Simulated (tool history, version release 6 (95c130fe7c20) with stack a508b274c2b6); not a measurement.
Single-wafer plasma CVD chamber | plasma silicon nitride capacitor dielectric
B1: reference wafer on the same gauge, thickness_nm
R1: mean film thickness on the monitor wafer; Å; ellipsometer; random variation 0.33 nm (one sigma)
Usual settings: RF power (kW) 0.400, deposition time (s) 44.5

{"run": 1, "hour": 0.0, "RF power (kW)": 0.4, "deposition time (s)": 44.5, "B1": 60.761, "R1": 596.18}
{"run": 2, "hour": 28.2, "RF power (kW)": 0.4, "deposition time (s)": 44.5, "B1": 60.717, "R1": 594.51}
{"hour": 45.3, "done": "RF generator calibrated"}
{"run": 3, "hour": 66.4, "RF power (kW)": 0.4, "deposition time (s)": 44.5, "B1": 60.842, "R1": 616.72}
{"run": 4, "hour": 106.0, "RF power (kW)": 0.4, "deposition time (s)": 48.4, "B1": 60.814, "R1": 674.25}
{"run": 5, "hour": 164.1, "RF power (kW)": 0.4, "deposition time (s)": 48.4, "B1": 60.821, "R1": 664.84}
{"run": 6, "hour": 219.2, "RF power (kW)": 0.4, "deposition time (s)": 48.6, "B1": 60.808, "R1": 661.9}
{"run": 7, "hour": 270.3, "RF power (kW)": 0.4, "deposition time (s)": 48.6, "B1": 60.747, "R1": 668.82}
{"run": 8, "hour": 301.4, "RF power (kW)": 0.4, "deposition time (s)": 48.6, "B1": 60.794, "R1": 661.77}
{"run": 9, "hour": 343.2, "RF power (kW)": 0.4, "deposition time (s)": 44.5, "B1": 60.815, "R1": 613.0}
{"run": 10, "hour": 402.2, "RF power (kW)": 0.4, "deposition time (s)": 44.5, "B1": 60.813, "R1": 610.46}
{"run": 11, "hour": 442.6, "RF power (kW)": 0.4, "deposition time (s)": 44.5, "B1": 60.814, "R1": 607.38}
{"run": 12, "hour": 478.4, "RF power (kW)": 0.4, "deposition time (s)": 44.5, "B1": 60.816, "R1": 609.58}
{"run": 13, "hour": 550.0, "RF power (kW)": 0.4, "deposition time (s)": 44.5, "B1": 60.78, "R1": 604.36}
{"run": 14, "hour": 593.8, "RF power (kW)": 0.4, "deposition time (s)": 44.5, "B1": 60.764, "R1": 604.6}
{"run": 15, "hour": 641.5, "RF power (kW)": 0.4, "deposition time (s)": 44.5, "B1": 60.858, "R1": 604.67}
{"run": 16, "hour": 701.1, "RF power (kW)": 0.4, "deposition time (s)": 44.5, "B1": 60.768, "R1": 604.63}
{"run": 17, "hour": 728.6, "RF power (kW)": 0.4, "deposition time (s)": 40.7, "B1": 60.813, "R1": 546.49}
{"run": 18, "hour": 775.1, "RF power (kW)": 0.4, "deposition time (s)": 40.7, "B1": 60.763, "R1": 553.28}
{"run": 19, "hour": 828.4, "RF power (kW)": 0.42, "deposition time (s)": 44.5, "B1": 60.801, "R1": 614.51}
{"run": 20, "hour": 858.6, "RF power (kW)": 0.4, "deposition time (s)": 44.5, "B1": 60.833, "R1": 600.96}
{"run": 21, "hour": 885.8, "RF power (kW)": 0.4, "deposition time (s)": 44.5, "B1": 60.816, "R1": 597.78}
{"hour": 943.8, "done": "gauge calibrated"}
{"run": 22, "hour": 975.6, "RF power (kW)": 0.4, "deposition time (s)": 52.3, "B1": 60.847, "R1": 697.79}
{"run": 23, "hour": 1005.0, "RF power (kW)": 0.4, "deposition time (s)": 48.6, "B1": 60.863, "R1": 652.62}
{"run": 24, "hour": 1072.4, "RF power (kW)": 0.4, "deposition time (s)": 46.8, "B1": 60.869, "R1": 626.74}
{"run": 25, "hour": 1125.2, "RF power (kW)": 0.34, "deposition time (s)": 35.8, "B1": 60.765, "R1": 446.46}
{"run": 26, "hour": 1193.8, "RF power (kW)": 0.48, "deposition time (s)": 52.3, "B1": 60.792, "R1": 758.49}
{"hour": 1225.6, "done": "RF generator calibrated"}
{"run": 27, "hour": 1381.6, "RF power (kW)": 0.4, "deposition time (s)": 48.6, "B1": 60.757, "R1": 669.58}
{"hour": 1390.9, "done": "showerhead replaced"}
{"run": 28, "hour": 1440.2, "RF power (kW)": 0.4, "deposition time (s)": 44.5, "B1": 60.811, "R1": 620.27}
{"run": 29, "hour": 1469.3, "RF power (kW)": 0.4, "deposition time (s)": 44.5, "B1": 60.802, "R1": 612.02}
{"run": 30, "hour": 1498.3, "RF power (kW)": 0.425, "deposition time (s)": 49.6, "B1": 60.767, "R1": 710.75}
{"run": 31, "hour": 1532.8, "RF power (kW)": 0.475, "deposition time (s)": 41.1, "B1": 60.785, "R1": 613.56}
{"run": 32, "hour": 1586.4, "RF power (kW)": 0.455, "deposition time (s)": 44.5, "B1": 60.792, "R1": 650.34}
{"run": 33, "hour": 1618.8, "RF power (kW)": 0.44, "deposition time (s)": 51.7, "B1": 60.854, "R1": 744.58}
{"run": 34, "hour": 1645.1, "RF power (kW)": 0.325, "deposition time (s)": 38.9, "B1": 60.846, "R1": 480.06}
{"run": 35, "hour": 1677.5, "RF power (kW)": 0.4, "deposition time (s)": 44.5, "B1": 60.786, "R1": 609.33}
{"run": 36, "hour": 1746.9, "RF power (kW)": 0.4, "deposition time (s)": 44.5, "B1": 60.841, "R1": 613.08}
{"run": 37, "hour": 1799.4, "RF power (kW)": 0.35, "deposition time (s)": 44.5, "B1": 60.792, "R1": 577.15}
{"run": 38, "hour": 1867.8, "RF power (kW)": 0.47, "deposition time (s)": 49.6, "B1": 60.762, "R1": 728.34}
{"run": 39, "hour": 1916.3, "RF power (kW)": 0.43, "deposition time (s)": 44.5, "B1": 60.815, "R1": 627.44}

3 ways to go on from here, each from the tool as it stands after run 39. What would each give?
{"run": "A", "hour": 1916.7, "RF power (kW)": 0.4, "deposition time (s)": 49.5, "B1": "?", "R1": "?"}
{"run": "B", "hour": 1916.7, "RF power (kW)": 0.4, "deposition time (s)": 52.5, "B1": "?", "R1": "?"}
{"run": "C", "hour": 1916.7, "RF power (kW)": 0.44, "deposition time (s)": 36.6, "B1": "?", "R1": "?"}

run=A B1=60.793 R1=677.70
run=B B1=60.793 R1=718.77
run=C B1=60.793 R1=522.74
Without the tool's hidden state the same runs would have given:
run=A R1=692.22
run=B R1=734.18
run=C R1=533.95
